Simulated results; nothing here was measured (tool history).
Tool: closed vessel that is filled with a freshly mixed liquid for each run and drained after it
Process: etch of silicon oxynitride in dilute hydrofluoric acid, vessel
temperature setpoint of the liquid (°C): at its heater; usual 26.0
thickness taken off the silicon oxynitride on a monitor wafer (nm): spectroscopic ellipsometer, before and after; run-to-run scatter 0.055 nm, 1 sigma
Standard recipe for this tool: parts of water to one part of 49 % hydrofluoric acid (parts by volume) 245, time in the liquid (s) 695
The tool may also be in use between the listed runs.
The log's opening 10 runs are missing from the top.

run	hour	temperature setpoint of the liquid (°C)	parts of water to one part of 49 % hydrofluoric acid (parts by volume)	time in the liquid (s)	wafers since the last listed run	hours since the thermometer was replaced	hours since the hydrofluoric acid flow meter was replaced	hours since the gauge calibration	read-back film thickness of the silicon oxynitride reference wafer, read on the same gauge (nm)	thickness taken off the silicon oxynitride on a monitor wafer (nm)
11	865.3	30.0	245	920	9839	437.9	1642.9	1930.4	120.02	17.96
12	958.4	26.0	245	480	8085	531.0	1736.0	2023.5	119.99	7.97
13	1021.1	24.5	180	695	5445	593.7	1798.7	2086.2	119.99	15.52
# hour 1030.8: thermometer replaced
14	1101.7	26.0	245	695	6912	70.9	1879.3	2166.8	119.99	11.60
15	1209.1	26.0	130	525	9327	178.3	1986.7	2274.2	119.99	18.26
# hour 1264.0: hydrofluoric acid flow meter replaced
16	1272.5	26.0	245	695	5419	241.7	8.5	2337.6	119.99	12.09
17	1366.0	24.0	315	430	8120	335.2	102.0	2431.1	120.00	5.12
18	1435.4	26.0	245	695	6027	404.6	171.4	2500.5	119.99	12.09
19	1542.7	26.0	295	310	9318	511.9	278.7	2607.8	120.01	4.32
20	1604.7	26.0	245	695	5384	573.9	340.7	2669.8	120.01	12.16
21	1661.5	27.5	160	590	4932	630.7	397.5	2726.6	120.00	18.02
22	1699.2	26.0	245	695	3274	668.4	435.2	2764.3	120.01	12.17
# hour 1699.2: gauge calibrated
# hour 1700.4: thermometer replaced
# hour 1729.5: hydrofluoric acid flow meter replaced, repeated, since the last time left the tool worse
23	1760.2	26.0	305	695	5123	59.8	30.7	61.0	120.00	8.55
24	1855.0	26.0	280	1080	8233	154.6	125.5	155.8	120.01	14.73
25	1913.1	24.0	245	575	5045	212.7	183.6	213.9	119.99	8.49
26	1982.4	26.0	245	570	6018	282.0	252.9	283.2	120.00	9.21
27	2052.1	22.0	275	380	6053	351.7	322.6	352.9	119.99	4.52
28	2286.0	26.0	245	695	20313	585.6	556.5	586.8	120.01	11.42
# hour 2326.3: thermometer replaced
29	2340.6	26.0	335	695	4654	14.3	611.1	641.4	119.98	7.71
30	2551.5	21.5	245	1000	18315	225.2	822.0	852.3	120.01	13.29
31	2635.3	26.0	245	695	7277	309.0	905.8	936.1	119.99	11.29
32	2731.4	26.0	245	390	8345	405.1	1001.9	1032.2	120.00	6.40

Consider 4 possible next runs. They are alternatives, not a sequence: every one starts from the tool as it was left by run 32. What does each give?
A	2732.2	26.0	245	695	69	405.9	1002.7	1033.0	?	?
B	2732.2	31.0	350	950	69	405.9	1002.7	1033.0	?	?
C	2732.2	26.0	215	810	69	405.9	1002.7	1033.0	?	?
D	2732.2	22.5	355	695	69	405.9	1002.7	1033.0	?	?

run	read-back film thickness of the silicon oxynitride reference wafer, read on the same gauge (nm)	thickness taken off the silicon oxynitride on a monitor wafer (nm)
A	120.00	11.37
B	120.00	12.29
C	120.00	15.45
D	120.00	6.28
Take away the tool's hidden state, keep each run's random variation, and the runs would have read:
run	thickness taken off the silicon oxynitride on a monitor wafer (nm)
A	11.13
B	12.01
C	15.13
D	6.14
